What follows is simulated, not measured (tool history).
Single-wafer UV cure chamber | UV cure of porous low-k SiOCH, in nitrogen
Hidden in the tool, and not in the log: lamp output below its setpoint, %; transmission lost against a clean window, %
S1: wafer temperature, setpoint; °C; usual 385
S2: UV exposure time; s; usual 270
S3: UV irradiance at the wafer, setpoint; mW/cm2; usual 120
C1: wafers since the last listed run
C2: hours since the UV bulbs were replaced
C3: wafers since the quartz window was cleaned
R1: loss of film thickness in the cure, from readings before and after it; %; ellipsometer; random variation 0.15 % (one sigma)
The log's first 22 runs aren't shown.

run	day	S1	S2	S3	C1	C2	C3	R1
# day 11.538: quartz window cleaned
23	11.558	385	270	120	95	82.3	2	16.635
24	11.921	394	115	84	54	91	57	10.278
25	12.329	404	270	120	61	100.8	118	17.183
26	12.771	385	270	120	66	111.4	184	16.218
27	13.229	404	315	120	68	122.4	252	17.652
28	13.633	385	270	120	60	132.1	313	16.335
29	14.162	385	270	120	79	144.8	392	16.306
30	14.771	373	270	120	91	159.4	483	16
31	15.404	385	270	88	94	174.6	578	14.518
32	15.867	385	270	120	69	185.7	647	16.092
33	16.392	376	270	152	78	198.3	726	17.361
34	17.079	385	270	89	102	214.8	829	14.424
35	17.35	385	270	120	40	221.3	869	16.194
36	18.054	385	190	120	105	238.2	975	14.072
37	18.758	370	385	120	105	255.1	1080	17.783
38	19.404	385	155	120	96	270.6	1177	13.068
39	20.125	395	195	109	107	287.9	1285	13.905
40	20.829	403	270	120	105	304.8	1390	16.378
41	21.117	376	270	110	43	311.7	1433	15.212
42	21.658	385	270	120	81	324.7	1514	15.862
43	22.012	369	270	120	53	333.2	1567	15.402

Forecast each of these 3 alternatives for the next run:
A	22.033	385	270	120	3	333.7	1570	?
B	22.033	367	110	133	3	333.7	1570	?
C	22.033	392	170	138	3	333.7	1570	?

run	R1
A	16.047
B	11.404
C	14.428
Without the tool's hidden state the same runs would have given:
run	R1
A	17.092
B	12.37
C	15.447
